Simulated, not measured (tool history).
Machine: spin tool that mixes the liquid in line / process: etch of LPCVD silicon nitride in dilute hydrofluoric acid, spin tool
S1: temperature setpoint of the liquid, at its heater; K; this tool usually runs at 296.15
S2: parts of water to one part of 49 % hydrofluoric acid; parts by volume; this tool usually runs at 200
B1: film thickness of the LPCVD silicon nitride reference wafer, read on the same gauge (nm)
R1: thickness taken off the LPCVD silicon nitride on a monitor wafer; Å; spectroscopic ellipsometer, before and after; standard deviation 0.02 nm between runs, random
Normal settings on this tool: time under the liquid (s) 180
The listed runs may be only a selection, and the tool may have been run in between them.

run 1 hour=0.0 | S1=296.15 S2=200 time_under_the_liquid_(s)=180 | B1=50.060 | R1=4.23
run 2 hour=90.9 | S1=296.15 S2=200 time_under_the_liquid_(s)=180 | B1=49.979 | R1=4.35
run 3 hour=185.3 | S1=296.15 S2=200 time_under_the_liquid_(s)=180 | B1=49.953 | R1=4.10
run 4 hour=235.1 | S1=296.15 S2=200 time_under_the_liquid_(s)=180 | B1=50.022 | R1=3.81
run 5 hour=325.9 | S1=296.15 S2=200 time_under_the_liquid_(s)=180 | B1=50.032 | R1=4.34
-- hour=351.7 hydrofluoric acid flow meter replaced
run 6 hour=406.5 | S1=296.15 S2=200 time_under_the_liquid_(s)=180 | B1=50.017 | R1=4.24
run 7 hour=480.7 | S1=296.15 S2=200 time_under_the_liquid_(s)=180 | B1=49.992 | R1=4.14
run 8 hour=523.3 | S1=296.15 S2=200 time_under_the_liquid_(s)=180 | B1=50.060 | R1=3.95
run 9 hour=610.5 | S1=296.15 S2=200 time_under_the_liquid_(s)=180 | B1=49.982 | R1=4.25
run 10 hour=706.8 | S1=296.15 S2=200 time_under_the_liquid_(s)=180 | B1=49.982 | R1=3.82
run 11 hour=749.2 | S1=296.15 S2=200 time_under_the_liquid_(s)=235 | B1=49.990 | R1=5.59
run 12 hour=800.6 | S1=300.65 S2=150 time_under_the_liquid_(s)=260 | B1=50.012 | R1=11.04
-- hour=811.8 thermometer replaced
-- hour=826.2 hydrofluoric acid flow meter replaced
run 13 hour=838.8 | S1=296.15 S2=200 time_under_the_liquid_(s)=180 | B1=49.971 | R1=4.24
run 14 hour=899.5 | S1=299.15 S2=145 time_under_the_liquid_(s)=180 | B1=49.953 | R1=7.05
run 15 hour=955.0 | S1=294.65 S2=225 time_under_the_liquid_(s)=210 | B1=50.006 | R1=3.89
run 16 hour=1035.6 | S1=294.65 S2=225 time_under_the_liquid_(s)=210 | B1=50.026 | R1=4.08
run 17 hour=1096.6 | S1=296.15 S2=200 time_under_the_liquid_(s)=180 | B1=49.977 | R1=4.08
-- hour=1096.8 gauge calibrated
run 18 hour=1201.4 | S1=298.65 S2=100 time_under_the_liquid_(s)=75 | B1=50.017 | R1=4.15
run 19 hour=1247.7 | S1=298.15 S2=200 time_under_the_liquid_(s)=180 | B1=50.002 | R1=4.76
-- hour=1275.0 hydrofluoric acid flow meter replaced
run 20 hour=1304.5 | S1=294.65 S2=155 time_under_the_liquid_(s)=130 | B1=49.997 | R1=3.26
run 21 hour=1374.6 | S1=296.15 S2=200 time_under_the_liquid_(s)=120 | B1=49.940 | R1=2.87
run 22 hour=1445.5 | S1=296.15 S2=200 time_under_the_liquid_(s)=180 | B1=49.975 | R1=4.48
run 23 hour=1501.2 | S1=296.15 S2=200 time_under_the_liquid_(s)=180 | B1=49.986 | R1=4.63

Predict each of these 4 candidate next runs independently; none follows another, all start after run 23:
run A hour=1501.7 | S1=296.15 S2=200 time_under_the_liquid_(s)=180 | B1=? | R1=?
run B hour=1501.7 | S1=296.15 S2=125 time_under_the_liquid_(s)=260 | B1=? | R1=?
run C hour=1501.7 | S1=300.65 S2=200 time_under_the_liquid_(s)=280 | B1=? | R1=?
run D hour=1501.7 | S1=301.15 S2=295 time_under_the_liquid_(s)=245 | B1=? | R1=?

run=A B1=50.009 R1=3.83
run=B B1=50.009 R1=8.80
run=C B1=50.009 R1=7.90
run=D B1=50.009 R1=4.81
Without the tool's unlogged condition, the same runs would have read:
run=A R1=3.83
run=B R1=8.80
run=C R1=7.90
run=D R1=4.81
